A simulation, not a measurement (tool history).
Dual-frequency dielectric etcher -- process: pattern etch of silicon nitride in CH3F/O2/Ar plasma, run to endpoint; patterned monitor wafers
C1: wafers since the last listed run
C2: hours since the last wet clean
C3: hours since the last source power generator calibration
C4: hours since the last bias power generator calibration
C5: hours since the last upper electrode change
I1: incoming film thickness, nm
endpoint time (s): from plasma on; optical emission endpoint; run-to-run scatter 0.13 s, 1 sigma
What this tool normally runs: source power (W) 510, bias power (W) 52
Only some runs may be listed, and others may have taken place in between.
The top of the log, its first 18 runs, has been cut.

{"hour": 1361.9, "done": "wet clean of the chamber, repeated, since the last time left the tool worse"}
{"run": 19, "hour": 1362.4, "source power (W)": 510, "bias power (W)": 52, "C1": 787, "C2": 0.5, "C3": 3813.9, "C4": 2918.3, "C5": 5290.6, "I1": 29.21, "endpoint time (s)": 41.4}
{"hour": 1401.6, "done": "bias power generator calibrated"}
{"run": 20, "hour": 1426.6, "source power (W)": 620, "bias power (W)": 48, "C1": 541, "C2": 64.7, "C3": 3878.1, "C4": 25, "C5": 5354.8, "I1": 29.63, "endpoint time (s)": 38.8}
{"hour": 1501.0, "done": "source power generator calibrated"}
{"run": 21, "hour": 1533.6, "source power (W)": 400, "bias power (W)": 57, "C1": 925, "C2": 171.7, "C3": 32.6, "C4": 132, "C5": 5461.8, "I1": 29.46, "endpoint time (s)": 46.5}
{"run": 22, "hour": 1632.2, "source power (W)": 510, "bias power (W)": 52, "C1": 886, "C2": 270.3, "C3": 131.2, "C4": 230.6, "C5": 5560.4, "I1": 29.03, "endpoint time (s)": 41.4}
{"run": 23, "hour": 1692.6, "source power (W)": 580, "bias power (W)": 46, "C1": 542, "C2": 330.7, "C3": 191.6, "C4": 291, "C5": 5620.8, "I1": 29.36, "endpoint time (s)": 40.2}
{"run": 24, "hour": 1748.5, "source power (W)": 460, "bias power (W)": 52, "C1": 502, "C2": 386.6, "C3": 247.5, "C4": 346.9, "C5": 5676.7, "I1": 28.8, "endpoint time (s)": 43.5}
{"run": 25, "hour": 1808.5, "source power (W)": 510, "bias power (W)": 45, "C1": 539, "C2": 446.6, "C3": 307.5, "C4": 406.9, "C5": 5736.7, "I1": 29.26, "endpoint time (s)": 43.2}
{"run": 26, "hour": 1868.8, "source power (W)": 410, "bias power (W)": 40, "C1": 542, "C2": 506.9, "C3": 367.8, "C4": 467.2, "C5": 5797, "I1": 29.21, "endpoint time (s)": 49.8}
{"hour": 1918.2, "done": "upper electrode replaced"}
{"hour": 1954.5, "done": "wet clean of the chamber"}
{"run": 27, "hour": 1955.0, "source power (W)": 580, "bias power (W)": 46, "C1": 343, "C2": 0.5, "C3": 454, "C4": 553.4, "C5": 36.8, "I1": 29.26, "endpoint time (s)": 40.1}
{"run": 28, "hour": 2025.9, "source power (W)": 510, "bias power (W)": 52, "C1": 637, "C2": 71.4, "C3": 524.9, "C4": 624.3, "C5": 107.7, "I1": 29.31, "endpoint time (s)": 41.9}
{"run": 29, "hour": 2062.0, "source power (W)": 560, "bias power (W)": 41, "C1": 324, "C2": 107.5, "C3": 561, "C4": 660.4, "C5": 143.8, "I1": 29.37, "endpoint time (s)": 41.9}
{"run": 30, "hour": 2146.4, "source power (W)": 600, "bias power (W)": 52, "C1": 758, "C2": 191.9, "C3": 645.4, "C4": 744.8, "C5": 228.2, "I1": 28.92, "endpoint time (s)": 38.3}
{"run": 31, "hour": 2187.4, "source power (W)": 620, "bias power (W)": 52, "C1": 368, "C2": 232.9, "C3": 686.4, "C4": 785.8, "C5": 269.2, "I1": 29.27, "endpoint time (s)": 38.1}
{"run": 32, "hour": 2277.3, "source power (W)": 560, "bias power (W)": 41, "C1": 808, "C2": 322.8, "C3": 776.3, "C4": 875.7, "C5": 359.1, "I1": 29.08, "endpoint time (s)": 41.7}
{"run": 33, "hour": 2367.5, "source power (W)": 510, "bias power (W)": 57, "C1": 810, "C2": 413, "C3": 866.5, "C4": 965.9, "C5": 449.3, "I1": 29.08, "endpoint time (s)": 40.8}
{"run": 34, "hour": 2462.1, "source power (W)": 470, "bias power (W)": 64, "C1": 850, "C2": 507.6, "C3": 961.1, "C4": 1060.5, "C5": 543.9, "I1": 29.12, "endpoint time (s)": 41.4}

What if the next run were any one of these 4? Each begins from the tool's condition after run 34:
{"run": "A", "hour": 2462.5, "source power (W)": 510, "bias power (W)": 52, "C1": 3, "C2": 508, "C3": 961.5, "C4": 1060.9, "C5": 544.3, "I1": 29.2, "endpoint time (s)": "?"}
{"run": "B", "hour": 2462.5, "source power (W)": 450, "bias power (W)": 52, "C1": 3, "C2": 508, "C3": 961.5, "C4": 1060.9, "C5": 544.3, "I1": 29.2, "endpoint time (s)": "?"}
{"run": "C", "hour": 2462.5, "source power (W)": 510, "bias power (W)": 62, "C1": 3, "C2": 508, "C3": 961.5, "C4": 1060.9, "C5": 544.3, "I1": 29.2, "endpoint time (s)": "?"}
{"run": "D", "hour": 2462.5, "source power (W)": 590, "bias power (W)": 56, "C1": 3, "C2": 508, "C3": 961.5, "C4": 1060.9, "C5": 544.3, "I1": 29.2, "endpoint time (s)": "?"}

run=A endpoint_time_(s)=42.1
run=B endpoint_time_(s)=44.9
run=C endpoint_time_(s)=40.3
run=D endpoint_time_(s)=38.5
What these runs would have given with no unlogged condition in the tool:
run=A endpoint_time_(s)=41.5
run=B endpoint_time_(s)=44.2
run=C endpoint_time_(s)=39.7
run=D endpoint_time_(s)=37.9

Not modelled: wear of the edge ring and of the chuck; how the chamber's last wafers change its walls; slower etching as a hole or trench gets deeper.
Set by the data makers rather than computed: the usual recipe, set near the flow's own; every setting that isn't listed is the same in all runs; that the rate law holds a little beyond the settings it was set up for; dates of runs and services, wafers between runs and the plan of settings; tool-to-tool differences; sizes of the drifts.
